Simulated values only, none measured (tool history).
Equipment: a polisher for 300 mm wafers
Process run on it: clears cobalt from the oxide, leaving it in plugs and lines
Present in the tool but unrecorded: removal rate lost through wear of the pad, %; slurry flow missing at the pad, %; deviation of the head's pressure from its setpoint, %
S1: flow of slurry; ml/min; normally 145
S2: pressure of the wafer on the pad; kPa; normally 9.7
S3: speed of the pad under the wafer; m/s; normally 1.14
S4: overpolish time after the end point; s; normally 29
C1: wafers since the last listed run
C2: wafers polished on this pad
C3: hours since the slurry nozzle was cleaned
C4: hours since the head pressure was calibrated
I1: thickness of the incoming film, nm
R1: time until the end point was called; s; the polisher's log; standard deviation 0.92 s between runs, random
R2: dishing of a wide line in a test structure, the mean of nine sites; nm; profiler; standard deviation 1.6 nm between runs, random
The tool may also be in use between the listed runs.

| run | hour | S1 | S2 | S3 | S4 | C1 | C2 | C3 | C4 | I1 | R1 | R2 |
|---|---|---|---|---|---|---|---|---|---|---|---|---|
| 1 | 0.0 | 145 | 9.7 | 1.30 | 29 | 0 | 186 | 273.5 | 262.5 | 199.9 | 51.4 | 66.5 |
| 2 | 13.8 | 145 | 9.7 | 1.30 | 29 | 145 | 332 | 287.3 | 276.3 | 197.7 | 51.7 | 63.4 |
| 3 | 24.4 | 145 | 9.7 | 1.14 | 29 | 112 | 444 | 297.9 | 286.9 | 196.6 | 58.4 | 63.4 |
| 4 | 30.8 | 145 | 9.7 | 1.14 | 29 | 67 | 512 | 304.3 | 293.3 | 201.4 | 60.5 | 61.1 |
| 5 | 47.9 | 145 | 9.7 | 1.14 | 29 | 180 | 692 | 321.4 | 310.4 | 199.9 | 57.2 | 63.8 |
| 6 | 56.8 | 145 | 9.7 | 1.14 | 29 | 94 | 786 | 330.3 | 319.3 | 198.9 | 58.6 | 60.6 |
|  | 71.3 | worn pad replaced by a new one, repeated, since the last time left the tool worse |
| 7 | 71.8 | 145 | 9.7 | 1.14 | 29 | 116 | 5 | 345.3 | 334.3 | 201.1 | 51.5 | 69.6 |
| 8 | 77.3 | 145 | 9.7 | 1.14 | 29 | 58 | 63 | 350.8 | 339.8 | 204.0 | 54.1 | 67.5 |
| 9 | 92.3 | 145 | 9.7 | 1.14 | 29 | 158 | 222 | 365.8 | 354.8 | 198.5 | 51.3 | 67.8 |
| 10 | 108.7 | 145 | 9.7 | 1.14 | 29 | 173 | 395 | 382.2 | 371.2 | 198.8 | 52.5 | 64.6 |
| 11 | 120.6 | 145 | 9.7 | 0.98 | 29 | 125 | 521 | 394.1 | 383.1 | 201.4 | 60.9 | 62.0 |
| 12 | 131.4 | 145 | 11.0 | 1.14 | 34 | 114 | 635 | 404.9 | 393.9 | 201.1 | 48.2 | 74.2 |
| 13 | 148.7 | 145 | 9.7 | 1.14 | 29 | 182 | 818 | 422.2 | 411.2 | 196.4 | 52.8 | 67.6 |
| 14 | 162.1 | 145 | 9.7 | 1.14 | 17 | 141 | 960 | 435.6 | 424.6 | 200.2 | 55.1 | 47.1 |
|  | 164.8 | slurry nozzle cleaned |
|  | 170.6 | worn pad replaced by a new one |
| 15 | 172.7 | 160 | 9.7 | 1.14 | 18 | 59 | 22 | 7.9 | 435.2 | 198.8 | 50.4 | 49.6 |
| 16 | 182.8 | 145 | 9.7 | 1.14 | 29 | 106 | 129 | 18.0 | 445.3 | 197.8 | 52.2 | 63.4 |
| 17 | 189.5 | 165 | 7.6 | 1.46 | 29 | 70 | 199 | 24.7 | 452.0 | 199.3 | 48.8 | 69.9 |
| 18 | 205.9 | 145 | 6.2 | 0.92 | 29 | 173 | 373 | 41.1 | 468.4 | 203.3 | 90.5 | 47.3 |
| 19 | 216.0 | 145 | 7.6 | 1.14 | 34 | 106 | 480 | 51.2 | 478.5 | 200.1 | 63.9 | 66.3 |
| 20 | 229.3 | 145 | 6.2 | 1.14 | 29 | 140 | 620 | 64.5 | 491.8 | 199.6 | 76.7 | 56.4 |
| 21 | 242.4 | 145 | 9.7 | 1.14 | 29 | 138 | 759 | 77.6 | 504.9 | 201.3 | 54.8 | 66.3 |
| 22 | 249.2 | 145 | 6.2 | 1.00 | 29 | 71 | 831 | 84.4 | 511.7 | 201.0 | 86.3 | 48.3 |
| 23 | 264.0 | 145 | 9.7 | 1.14 | 29 | 156 | 987 | 99.2 | 526.5 | 199.6 | 55.8 | 64.4 |
|  | 281.7 | worn pad replaced by a new one |
| 24 | 282.2 | 145 | 9.7 | 1.14 | 29 | 150 | 5 | 117.4 | 544.7 | 198.6 | 51.9 | 65.3 |
|  | 320.9 | head pressure recalibrated |
| 25 | 329.0 | 160 | 9.7 | 1.14 | 43 | 473 | 479 | 164.2 | 8.1 | 202.5 | 51.8 | 77.3 |
| 26 | 336.0 | 105 | 9.7 | 0.76 | 45 | 74 | 553 | 171.2 | 15.1 | 199.1 | 79.8 | 68.0 |
| 27 | 349.3 | 145 | 9.7 | 1.42 | 17 | 140 | 694 | 184.5 | 28.4 | 202.5 | 44.0 | 52.9 |
| 28 | 357.9 | 145 | 9.7 | 1.14 | 21 | 90 | 784 | 193.1 | 37.0 | 200.8 | 55.1 | 55.9 |
| 29 | 369.6 | 120 | 11.0 | 1.54 | 14 | 123 | 908 | 204.8 | 48.7 | 200.4 | 39.5 | 52.0 |
| 30 | 382.3 | 185 | 11.7 | 1.40 | 41 | 134 | 1042 | 217.5 | 61.4 | 199.6 | 37.1 | 88.0 |
| 31 | 399.0 | 145 | 9.7 | 1.14 | 29 | 176 | 1219 | 234.2 | 78.1 | 204.3 | 56.4 | 65.8 |
|  | 404.6 | worn pad replaced by a new one |
| 32 | 414.5 | 175 | 8.3 | 1.46 | 41 | 121 | 104 | 249.7 | 93.6 | 202.3 | 45.6 | 81.0 |
| 33 | 424.2 | 145 | 11.0 | 1.14 | 38 | 102 | 206 | 259.4 | 103.3 | 202.0 | 46.6 | 75.5 |
| 34 | 439.7 | 185 | 11.7 | 0.88 | 29 | 163 | 370 | 274.9 | 118.8 | 198.4 | 53.7 | 68.3 |

Each row is a separate what-if for the run after 34, all from the same tool condition, not one after another. Results?
| A | 440.1 | 145 | 9.7 | 1.14 | 29 | 4 | 374 | 275.3 | 119.2 | 197.8 | ? | ? |
| B | 440.1 | 145 | 9.7 | 1.14 | 37 | 4 | 374 | 275.3 | 119.2 | 197.8 | ? | ? |
| C | 440.1 | 145 | 9.7 | 0.76 | 18 | 4 | 374 | 275.3 | 119.2 | 197.8 | ? | ? |
| D | 440.1 | 145 | 11.7 | 1.46 | 29 | 4 | 374 | 275.3 | 119.2 | 197.8 | ? | ? |
| E | 440.1 | 145 | 11.0 | 1.14 | 29 | 4 | 374 | 275.3 | 119.2 | 197.8 | ? | ? |

| run | R1 | R2 |
|---|---|---|
| A | 52.5 | 64.4 |
| B | 52.5 | 72.1 |
| C | 74.6 | 37.7 |
| D | 35.8 | 75.9 |
| E | 47.1 | 67.8 |
With no hidden state in the tool, these same runs would have given:
| run | R1 | R2 |
|---|---|---|
| A | 50.8 | 65.4 |
| B | 50.8 | 73.1 |
| C | 72.3 | 38.6 |
| D | 34.7 | 76.7 |
| E | 45.6 | 68.8 |
